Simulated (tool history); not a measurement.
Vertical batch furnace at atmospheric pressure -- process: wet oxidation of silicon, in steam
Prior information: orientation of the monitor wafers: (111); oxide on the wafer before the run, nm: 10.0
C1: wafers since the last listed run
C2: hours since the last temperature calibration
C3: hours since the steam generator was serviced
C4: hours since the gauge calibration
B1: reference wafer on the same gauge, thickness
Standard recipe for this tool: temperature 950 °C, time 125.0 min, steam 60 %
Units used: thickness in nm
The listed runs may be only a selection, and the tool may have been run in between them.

{"run": 1, "day": 0.0, "temperature": 935, "time": 125.0, "steam": 60, "C1": 0, "C2": 2228.3, "C3": 382.1, "C4": 227.1, "B1": 538.05, "thickness": 406.37}
{"run": 2, "day": 3.517, "temperature": 935, "time": 125.0, "steam": 60, "C1": 1077, "C2": 2312.7, "C3": 466.5, "C4": 311.5, "B1": 538.86, "thickness": 405.14}
{"run": 3, "day": 7.004, "temperature": 935, "time": 125.0, "steam": 60, "C1": 1068, "C2": 2396.4, "C3": 550.2, "C4": 395.2, "B1": 539.57, "thickness": 406.67}
{"run": 4, "day": 9.733, "temperature": 950, "time": 125.0, "steam": 52, "C1": 836, "C2": 2461.9, "C3": 615.7, "C4": 460.7, "B1": 539.84, "thickness": 414.45}
{"run": 5, "day": 11.433, "temperature": 950, "time": 125.0, "steam": 60, "C1": 520, "C2": 2502.7, "C3": 656.5, "C4": 501.5, "B1": 540.63, "thickness": 457.57}
{"run": 6, "day": 14.121, "temperature": 950, "time": 125.0, "steam": 60, "C1": 823, "C2": 2567.2, "C3": 721.0, "C4": 566.0, "B1": 541.55, "thickness": 452.08}
{"run": 7, "day": 18.562, "temperature": 950, "time": 125.0, "steam": 60, "C1": 1360, "C2": 2673.8, "C3": 827.6, "C4": 672.6, "B1": 542.78, "thickness": 459.29}
{"run": 8, "day": 21.95, "temperature": 950, "time": 125.0, "steam": 60, "C1": 1037, "C2": 2755.1, "C3": 908.9, "C4": 753.9, "B1": 543.62, "thickness": 462.36}
{"run": 9, "day": 23.742, "temperature": 950, "time": 125.0, "steam": 60, "C1": 548, "C2": 2798.1, "C3": 951.9, "C4": 796.9, "B1": 544.87, "thickness": 456.92}
{"run": 10, "day": 27.496, "temperature": 950, "time": 125.0, "steam": 60, "C1": 1150, "C2": 2888.2, "C3": 1042.0, "C4": 887.0, "B1": 546.45, "thickness": 461.13}
{"run": 11, "day": 29.829, "temperature": 950, "time": 90.0, "steam": 60, "C1": 714, "C2": 2944.2, "C3": 1098.0, "C4": 943.0, "B1": 547.94, "thickness": 369.43}
{"run": 12, "day": 32.325, "temperature": 950, "time": 90.0, "steam": 60, "C1": 764, "C2": 3004.1, "C3": 1157.9, "C4": 1002.9, "B1": 548.66, "thickness": 369.41}
{"run": 13, "day": 34.371, "temperature": 950, "time": 76.5, "steam": 66, "C1": 626, "C2": 3053.2, "C3": 1207.0, "C4": 1052.0, "B1": 550.37, "thickness": 355.05}
{"day": 37.367, "done": "thermocouples replaced and temperature profile calibrated"}
{"run": 14, "day": 37.833, "temperature": 950, "time": 95.5, "steam": 60, "C1": 754, "C2": 11.2, "C3": 1290.1, "C4": 1135.1, "B1": 552.3, "thickness": 387.25}
{"run": 15, "day": 40.742, "temperature": 939, "time": 125.0, "steam": 60, "C1": 891, "C2": 81.0, "C3": 1359.9, "C4": 1204.9, "B1": 554.72, "thickness": 433.66}
{"run": 16, "day": 42.879, "temperature": 974, "time": 177.0, "steam": 69, "C1": 654, "C2": 132.3, "C3": 1411.2, "C4": 1256.2, "B1": 556.0, "thickness": 741.73}
{"run": 17, "day": 44.783, "temperature": 973, "time": 146.0, "steam": 67, "C1": 583, "C2": 178.0, "C3": 1456.9, "C4": 1301.9, "B1": 556.96, "thickness": 642.41}
{"day": 48.212, "done": "steam generator serviced"}
{"run": 18, "day": 48.233, "temperature": 973, "time": 125.0, "steam": 66, "C1": 750, "C2": 260.8, "C3": 0.5, "C4": 1384.7, "B1": 559.54, "thickness": 577.0}
{"day": 50.467, "done": "gauge calibrated"}
{"run": 19, "day": 51.858, "temperature": 942, "time": 125.0, "steam": 64, "C1": 1110, "C2": 347.8, "C3": 87.5, "C4": 33.4, "B1": 537.29, "thickness": 441.6}
{"run": 20, "day": 55.233, "temperature": 941, "time": 95.5, "steam": 66, "C1": 1034, "C2": 428.8, "C3": 168.5, "C4": 114.4, "B1": 537.41, "thickness": 378.33}
{"run": 21, "day": 57.262, "temperature": 950, "time": 125.0, "steam": 60, "C1": 621, "C2": 477.5, "C3": 217.2, "C4": 163.1, "B1": 537.13, "thickness": 452.49}
{"run": 22, "day": 61.592, "temperature": 950, "time": 125.0, "steam": 60, "C1": 1326, "C2": 581.4, "C3": 321.1, "C4": 267.0, "B1": 538.11, "thickness": 452.9}
{"run": 23, "day": 64.95, "temperature": 943, "time": 125.0, "steam": 55, "C1": 1029, "C2": 662.0, "C3": 401.7, "C4": 347.6, "B1": 538.71, "thickness": 404.87}
{"run": 24, "day": 67.471, "temperature": 958, "time": 125.0, "steam": 51, "C1": 772, "C2": 722.5, "C3": 462.2, "C4": 408.1, "B1": 539.24, "thickness": 431.76}

Some steps in thickness, run to run, broken into two amounts with sign: the step expected even without the hidden condition (settings, incoming material, random variation), and the rest, left for the hidden condition together with whatever gauge scatter is not in both the measured and the hidden-condition-free result:
Hidden state present: true tube temperature minus thermocouple reading, K; steam share off its setpoint, % of the setpoint; gauge reads high (%).
Run 15 -> 16: temperature 939 -> 974, time 125.0 -> 177.0, steam 60 -> 69. thickness +308.07 nm: hidden state +12.14, all else +295.93.
Run 18 -> 19: temperature 973 -> 942, steam 66 -> 64, gauge calibrated. thickness -135.40 nm: hidden state -23.38, all else -112.02.
